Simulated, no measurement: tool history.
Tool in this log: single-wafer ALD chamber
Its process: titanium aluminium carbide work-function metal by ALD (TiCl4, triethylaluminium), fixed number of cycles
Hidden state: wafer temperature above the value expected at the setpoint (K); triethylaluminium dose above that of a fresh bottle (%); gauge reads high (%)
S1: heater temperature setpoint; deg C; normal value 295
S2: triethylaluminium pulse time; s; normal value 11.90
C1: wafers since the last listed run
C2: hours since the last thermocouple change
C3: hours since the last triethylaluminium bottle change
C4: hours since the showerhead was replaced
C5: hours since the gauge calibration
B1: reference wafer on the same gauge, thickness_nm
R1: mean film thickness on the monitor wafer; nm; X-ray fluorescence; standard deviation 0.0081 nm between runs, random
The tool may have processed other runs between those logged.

run 1 hour=0.0 | S1=285 S2=11.90 | C1=0 C2=1771.2 C3=187.6 C4=7367.6 C5=1065.3 | B1=1.933 | R1=1.785
run 2 hour=37.2 | S1=295 S2=11.90 | C1=377 C2=1808.4 C3=224.8 C4=7404.8 C5=1102.5 | B1=1.927 | R1=1.859
run 3 hour=69.5 | S1=295 S2=11.90 | C1=327 C2=1840.7 C3=257.1 C4=7437.1 C5=1134.8 | B1=1.930 | R1=1.858
run 4 hour=95.0 | S1=303 S2=11.90 | C1=258 C2=1866.2 C3=282.6 C4=7462.6 C5=1160.3 | B1=1.926 | R1=1.913
run 5 hour=143.8 | S1=303 S2=11.90 | C1=495 C2=1915.0 C3=331.4 C4=7511.4 C5=1209.1 | B1=1.929 | R1=1.914
run 6 hour=210.6 | S1=303 S2=11.90 | C1=678 C2=1981.8 C3=398.2 C4=7578.2 C5=1275.9 | B1=1.930 | R1=1.902
run 7 hour=354.6 | S1=295 S2=11.90 | C1=1461 C2=2125.8 C3=542.2 C4=7722.2 C5=1419.9 | B1=1.932 | R1=1.843
run 8 hour=402.0 | S1=295 S2=11.90 | C1=481 C2=2173.2 C3=589.6 C4=7769.6 C5=1467.3 | B1=1.932 | R1=1.844
run 9 hour=467.8 | S1=295 S2=11.90 | C1=667 C2=2239.0 C3=655.4 C4=7835.4 C5=1533.1 | B1=1.930 | R1=1.851
run 10 hour=522.2 | S1=295 S2=11.90 | C1=552 C2=2293.4 C3=709.8 C4=7889.8 C5=1587.5 | B1=1.931 | R1=1.858
run 11 hour=589.2 | S1=295 S2=11.90 | C1=680 C2=2360.4 C3=776.8 C4=7956.8 C5=1654.5 | B1=1.928 | R1=1.848
run 12 hour=637.3 | S1=295 S2=11.90 | C1=488 C2=2408.5 C3=824.9 C4=8004.9 C5=1702.6 | B1=1.931 | R1=1.840
run 13 hour=690.6 | S1=295 S2=11.90 | C1=541 C2=2461.8 C3=878.2 C4=8058.2 C5=1755.9 | B1=1.928 | R1=1.839
run 14 hour=744.1 | S1=295 S2=11.90 | C1=543 C2=2515.3 C3=931.7 C4=8111.7 C5=1809.4 | B1=1.930 | R1=1.829
-- hour=781.2 thermocouple changed; heater temperature recalibrated
run 15 hour=802.0 | S1=295 S2=11.90 | C1=506 C2=20.8 C3=989.6 C4=8169.6 C5=1867.3 | B1=1.930 | R1=1.826
run 16 hour=850.8 | S1=286 S2=13.40 | C1=495 C2=69.6 C3=1038.4 C4=8218.4 C5=1916.1 | B1=1.928 | R1=1.796
-- hour=992.9 gauge calibrated
run 17 hour=1035.8 | S1=291 S2=7.41 | C1=1877 C2=254.6 C3=1223.4 C4=8403.4 C5=42.9 | B1=1.931 | R1=1.724
run 18 hour=1072.8 | S1=309 S2=13.12 | C1=375 C2=291.6 C3=1260.4 C4=8440.4 C5=79.9 | B1=1.934 | R1=1.947
-- hour=1092.7 triethylaluminium bottle replaced
run 19 hour=1112.2 | S1=295 S2=11.90 | C1=318 C2=331.0 C3=19.5 C4=8479.8 C5=119.3 | B1=1.931 | R1=1.879
-- hour=1127.2 showerhead replaced
run 20 hour=1166.4 | S1=291 S2=15.56 | C1=468 C2=385.2 C3=73.7 C4=39.2 C5=173.5 | B1=1.933 | R1=1.870
run 21 hour=1201.9 | S1=309 S2=15.48 | C1=360 C2=420.7 C3=109.2 C4=74.7 C5=209.0 | B1=1.928 | R1=1.979
run 22 hour=1416.2 | S1=306 S2=8.16 | C1=2175 C2=635.0 C3=323.5 C4=289.0 C5=423.3 | B1=1.930 | R1=1.881
run 23 hour=1464.9 | S1=295 S2=11.90 | C1=494 C2=683.7 C3=372.2 C4=337.7 C5=472.0 | B1=1.929 | R1=1.851
run 24 hour=1543.1 | S1=306 S2=8.77 | C1=793 C2=761.9 C3=450.4 C4=415.9 C5=550.2 | B1=1.930 | R1=1.888
run 25 hour=1613.3 | S1=289 S2=9.75 | C1=712 C2=832.1 C3=520.6 C4=486.1 C5=620.4 | B1=1.930 | R1=1.778
run 26 hour=1799.9 | S1=281 S2=11.90 | C1=1894 C2=1018.7 C3=707.2 C4=672.7 C5=807.0 | B1=1.928 | R1=1.737
run 27 hour=1845.4 | S1=295 S2=11.90 | C1=461 C2=1064.2 C3=752.7 C4=718.2 C5=852.5 | B1=1.931 | R1=1.845
run 28 hour=1872.3 | S1=295 S2=8.93 | C1=273 C2=1091.1 C3=779.6 C4=745.1 C5=879.4 | B1=1.926 | R1=1.791
run 29 hour=1922.8 | S1=305 S2=8.71 | C1=512 C2=1141.6 C3=830.1 C4=795.6 C5=929.9 | B1=1.931 | R1=1.853
run 30 hour=1961.6 | S1=295 S2=13.48 | C1=393 C2=1180.4 C3=868.9 C4=834.4 C5=968.7 | B1=1.931 | R1=1.851
run 31 hour=1992.9 | S1=286 S2=13.40 | C1=317 C2=1211.7 C3=900.2 C4=865.7 C5=1000.0 | B1=1.926 | R1=1.800
run 32 hour=2124.1 | S1=282 S2=10.62 | C1=1331 C2=1342.9 C3=1031.4 C4=996.9 C5=1131.2 | B1=1.932 | R1=1.716

How would selected steps in R1 from run to run divide? Give the signed amount a tool lacking its hidden state would still show from settings, what came in and random variation, and the signed amount left for the hidden state, including any gauge scatter that is not in both of the compared results.
Run 16 -> 17: S1 286 -> 291, S2 13.40 -> 7.41, gauge calibrated. R1 -0.072 nm: hidden state -0.043, all else -0.029.
Run 17 -> 18: S1 291 -> 309, S2 7.41 -> 13.12. R1 +0.223 nm: hidden state +0.036, all else +0.187.
Run 18 -> 19: S1 309 -> 295, S2 13.12 -> 11.90, triethylaluminium bottle replaced. R1 -0.068 nm: hidden state +0.034, all else -0.102.
Run 20 -> 21: S1 291 -> 309, S2 15.56 -> 15.48. R1 +0.109 nm: hidden state -0.002, all else +0.111.
Run 24 -> 25: S1 306 -> 289, S2 8.77 -> 9.75. R1 -0.110 nm: hidden state +0.005, all else -0.115.
